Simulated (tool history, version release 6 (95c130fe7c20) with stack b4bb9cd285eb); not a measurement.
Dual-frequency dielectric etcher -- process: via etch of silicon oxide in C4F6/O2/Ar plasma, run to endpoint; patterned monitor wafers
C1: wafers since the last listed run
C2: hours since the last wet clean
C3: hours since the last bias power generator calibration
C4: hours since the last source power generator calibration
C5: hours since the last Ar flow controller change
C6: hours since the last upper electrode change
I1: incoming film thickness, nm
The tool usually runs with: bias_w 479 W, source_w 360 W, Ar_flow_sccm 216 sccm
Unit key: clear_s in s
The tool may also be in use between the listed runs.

{"run": 1, "hour": 0.0, "bias_w": 479, "source_w": 360, "Ar_flow_sccm": 216, "C1": 0, "C2": 344.9, "C3": 5167.2, "C4": 2449.8, "C5": 3623.8, "C6": 5200.3, "I1": 100.2, "clear_s": 23.2}
{"run": 2, "hour": 8.4, "bias_w": 479, "source_w": 360, "Ar_flow_sccm": 216, "C1": 147, "C2": 353.3, "C3": 5175.6, "C4": 2458.2, "C5": 3632.2, "C6": 5208.7, "I1": 101.8, "clear_s": 23.6}
{"run": 3, "hour": 19.0, "bias_w": 479, "source_w": 360, "Ar_flow_sccm": 216, "C1": 186, "C2": 363.9, "C3": 5186.2, "C4": 2468.8, "C5": 3642.8, "C6": 5219.3, "I1": 100.6, "clear_s": 23.5}
{"run": 4, "hour": 34.1, "bias_w": 479, "source_w": 360, "Ar_flow_sccm": 216, "C1": 265, "C2": 379, "C3": 5201.3, "C4": 2483.9, "C5": 3657.9, "C6": 5234.4, "I1": 101.6, "clear_s": 23.7}
{"run": 5, "hour": 41.7, "bias_w": 479, "source_w": 360, "Ar_flow_sccm": 216, "C1": 133, "C2": 386.6, "C3": 5208.9, "C4": 2491.5, "C5": 3665.5, "C6": 5242, "I1": 100.3, "clear_s": 23.5}
{"run": 6, "hour": 76.9, "bias_w": 479, "source_w": 360, "Ar_flow_sccm": 216, "C1": 618, "C2": 421.8, "C3": 5244.1, "C4": 2526.7, "C5": 3700.7, "C6": 5277.2, "I1": 99.6, "clear_s": 23.3}
{"hour": 82.5, "done": "bias power generator calibrated"}
{"run": 7, "hour": 85.1, "bias_w": 479, "source_w": 360, "Ar_flow_sccm": 216, "C1": 73, "C2": 430, "C3": 2.6, "C4": 2534.9, "C5": 3708.9, "C6": 5285.4, "I1": 100.7, "clear_s": 23.7}
{"run": 8, "hour": 98.7, "bias_w": 479, "source_w": 360, "Ar_flow_sccm": 216, "C1": 238, "C2": 443.6, "C3": 16.2, "C4": 2548.5, "C5": 3722.5, "C6": 5299, "I1": 99.6, "clear_s": 23.4}
{"run": 9, "hour": 104.7, "bias_w": 479, "source_w": 360, "Ar_flow_sccm": 216, "C1": 105, "C2": 449.6, "C3": 22.2, "C4": 2554.5, "C5": 3728.5, "C6": 5305, "I1": 100.7, "clear_s": 23.7}
{"run": 10, "hour": 118.7, "bias_w": 532, "source_w": 410, "Ar_flow_sccm": 269, "C1": 245, "C2": 463.6, "C3": 36.2, "C4": 2568.5, "C5": 3742.5, "C6": 5319, "I1": 99.7, "clear_s": 22.3}
{"hour": 145.4, "done": "wet clean of the chamber"}
{"hour": 162.0, "done": "upper electrode replaced"}
{"run": 11, "hour": 162.5, "bias_w": 479, "source_w": 280, "Ar_flow_sccm": 162, "C1": 56, "C2": 17.1, "C3": 80, "C4": 2612.3, "C5": 3786.3, "C6": 0.5, "I1": 100.6, "clear_s": 23.6}
{"run": 12, "hour": 162.8, "bias_w": 414, "source_w": 320, "Ar_flow_sccm": 241, "C1": 5, "C2": 17.4, "C3": 80.3, "C4": 2612.6, "C5": 3786.6, "C6": 0.8, "I1": 100.2, "clear_s": 24.8}
{"run": 13, "hour": 189.7, "bias_w": 397, "source_w": 440, "Ar_flow_sccm": 244, "C1": 472, "C2": 44.3, "C3": 107.2, "C4": 2639.5, "C5": 3813.5, "C6": 27.7, "I1": 100.9, "clear_s": 22.8}
{"run": 14, "hour": 204.5, "bias_w": 596, "source_w": 440, "Ar_flow_sccm": 234, "C1": 260, "C2": 59.1, "C3": 122, "C4": 2654.3, "C5": 3828.3, "C6": 42.5, "I1": 100.1, "clear_s": 19.8}
{"run": 15, "hour": 215.2, "bias_w": 561, "source_w": 320, "Ar_flow_sccm": 231, "C1": 187, "C2": 69.8, "C3": 132.7, "C4": 2665, "C5": 3839, "C6": 53.2, "I1": 101.2, "clear_s": 22.8}
{"run": 16, "hour": 232.7, "bias_w": 479, "source_w": 410, "Ar_flow_sccm": 261, "C1": 307, "C2": 87.3, "C3": 150.2, "C4": 2682.5, "C5": 3856.5, "C6": 70.7, "I1": 100.4, "clear_s": 22.2}
{"run": 17, "hour": 245.9, "bias_w": 531, "source_w": 410, "Ar_flow_sccm": 260, "C1": 231, "C2": 100.5, "C3": 163.4, "C4": 2695.7, "C5": 3869.7, "C6": 83.9, "I1": 100.1, "clear_s": 21.4}
{"hour": 257.7, "done": "Ar flow controller replaced"}
{"run": 18, "hour": 261.7, "bias_w": 479, "source_w": 360, "Ar_flow_sccm": 216, "C1": 172, "C2": 116.3, "C3": 179.2, "C4": 2711.5, "C5": 4, "C6": 99.7, "I1": 100.2, "clear_s": 22.8}
{"run": 19, "hour": 270.5, "bias_w": 391, "source_w": 380, "Ar_flow_sccm": 245, "C1": 154, "C2": 125.1, "C3": 188, "C4": 2720.3, "C5": 12.8, "C6": 108.5, "I1": 100.4, "clear_s": 24.3}
{"hour": 276.6, "done": "source power generator calibrated"}
{"run": 20, "hour": 277.1, "bias_w": 479, "source_w": 290, "Ar_flow_sccm": 216, "C1": 45, "C2": 131.7, "C3": 194.6, "C4": 0.5, "C5": 19.4, "C6": 115.1, "I1": 99.9, "clear_s": 24.7}
{"run": 21, "hour": 284.5, "bias_w": 404, "source_w": 360, "Ar_flow_sccm": 245, "C1": 130, "C2": 139.1, "C3": 202, "C4": 7.9, "C5": 26.8, "C6": 122.5, "I1": 101.4, "clear_s": 24.7}
{"run": 22, "hour": 299.1, "bias_w": 366, "source_w": 330, "Ar_flow_sccm": 216, "C1": 256, "C2": 153.7, "C3": 216.6, "C4": 22.5, "C5": 41.4, "C6": 137.1, "I1": 101.7, "clear_s": 25.9}
{"run": 23, "hour": 308.6, "bias_w": 426, "source_w": 420, "Ar_flow_sccm": 202, "C1": 166, "C2": 163.2, "C3": 226.1, "C4": 32, "C5": 50.9, "C6": 146.6, "I1": 99.1, "clear_s": 21.9}
{"run": 24, "hour": 316.0, "bias_w": 514, "source_w": 290, "Ar_flow_sccm": 258, "C1": 130, "C2": 170.6, "C3": 233.5, "C4": 39.4, "C5": 58.3, "C6": 154, "I1": 101.2, "clear_s": 24.8}
{"run": 25, "hour": 325.0, "bias_w": 479, "source_w": 360, "Ar_flow_sccm": 216, "C1": 158, "C2": 179.6, "C3": 242.5, "C4": 48.4, "C5": 67.3, "C6": 163, "I1": 99.3, "clear_s": 22.7}

Predict the results of run 26:
{"run": 26, "hour": 365.7, "bias_w": 479, "source_w": 360, "Ar_flow_sccm": 216, "C1": 715, "C2": 220.3, "C3": 283.2, "C4": 89.1, "C5": 108, "C6": 203.7, "I1": 99.9, "clear_s": "?"}

clear_s: 23.1 s
Minus the tool's unlogged condition, the same run would have read clear_s 22.6 s.
